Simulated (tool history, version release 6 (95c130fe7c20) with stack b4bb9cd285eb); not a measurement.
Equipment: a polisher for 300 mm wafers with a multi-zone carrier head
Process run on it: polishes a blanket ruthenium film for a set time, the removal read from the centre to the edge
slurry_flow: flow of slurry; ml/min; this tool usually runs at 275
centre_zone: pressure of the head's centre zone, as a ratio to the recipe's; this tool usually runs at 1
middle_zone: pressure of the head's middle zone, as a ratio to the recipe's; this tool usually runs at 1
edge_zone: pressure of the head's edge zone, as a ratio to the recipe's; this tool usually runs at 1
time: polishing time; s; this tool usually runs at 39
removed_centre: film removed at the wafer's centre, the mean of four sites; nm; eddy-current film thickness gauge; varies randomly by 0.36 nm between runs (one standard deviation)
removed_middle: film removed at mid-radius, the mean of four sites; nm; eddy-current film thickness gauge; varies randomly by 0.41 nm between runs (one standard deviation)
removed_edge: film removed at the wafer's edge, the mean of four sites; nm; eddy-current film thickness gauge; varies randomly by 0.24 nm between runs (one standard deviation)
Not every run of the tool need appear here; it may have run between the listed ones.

run	hour	slurry_flow	centre_zone	middle_zone	edge_zone	time	incoming thickness of the incoming film, nm	removed_centre	removed_middle	removed_edge
1	0	275	1	1	0.94	39	528.1	34.9	34.5	33.3
2	64	275	0.97	1	1	39	539.1	33.4	34.5	34
3	113.6	275	1	0.95	1	25	534.9	21.5	21.8	22
4	195.6	275	1	1	1.07	39	520	33.7	34.5	35.7
5	260.9	275	1	1	1	39	534.6	34.1	35	34.7
6	325	275	1.05	1.07	1.06	27	523.7	24.6	24.9	24.4
7	417	275	1	1	1	39	527	34.6	34.5	34.2
8	488.8	275	1	0.91	1	39	531	35.1	33.6	34.2
9	547.8	275	1.06	1	1.04	39	533.8	36.5	34.6	34.5
10	614	275	1.06	1.05	0.97	50	525.5	46.3	45.6	43.3
11	693	275	1	1.09	1.05	39	540	33.9	36.9	35.2
12	790.1	275	1	1	0.9	31	539.9	27.2	27.8	26.2
13	841.3	275	0.89	1.09	1	39	529.2	31.1	36.4	34.5
14	897.2	275	1	1	1	39	519.1	34.5	33.9	34.6
15	1003.8	275	1.06	1	1.04	39	525.1	36.1	34.7	35.1
16	1107.1	355	0.95	1	1	52	532.2	44.6	46.6	46.4
17	1204.8	275	1	1.03	0.96	39	537.9	34	35.5	33.3
18	1247.1	275	1	0.91	1	39	523.6	33.7	33.9	34.6
19	1323.4	275	1	1.03	1.1	39	529.8	34.5	35.3	35.8
20	1410.4	215	1	0.93	1	53	524.1	45.8	43.9	46
21	1499.5	200	1	1.04	1	39	528.3	33.7	34.2	33.9

Taken out of this log: 9 entries between the listed runs. Where each belongs, and how the hidden state differs across it:
After run 1, before run 2: worn pad replaced by a new one (hour 43.5)
  no hidden state differs between the two runs
After run 5, before run 6: slurry nozzle cleaned (hour 294.6)
  no hidden state differs between the two runs
After run 10, before run 11: carrier head's membrane replaced by a new one (hour 644.3)
  no hidden state differs between the two runs
After run 11, before run 12: centre zone pressure recalibrated (hour 701.3); worn pad replaced by a new one (hour 712.9)
  no hidden state differs between the two runs
After run 14, before run 15: slurry nozzle cleaned (hour 958.9)
  no hidden state differs between the two runs
After run 16, before run 17: edge zone pressure recalibrated (hour 1188.7)
  no hidden state differs between the two runs
After run 19, before run 20: worn pad replaced by a new one (hour 1361)
  no hidden state differs between the two runs
After run 20, before run 21: carrier head's membrane replaced by a new one (hour 1423.1)
  no hidden state differs between the two runs
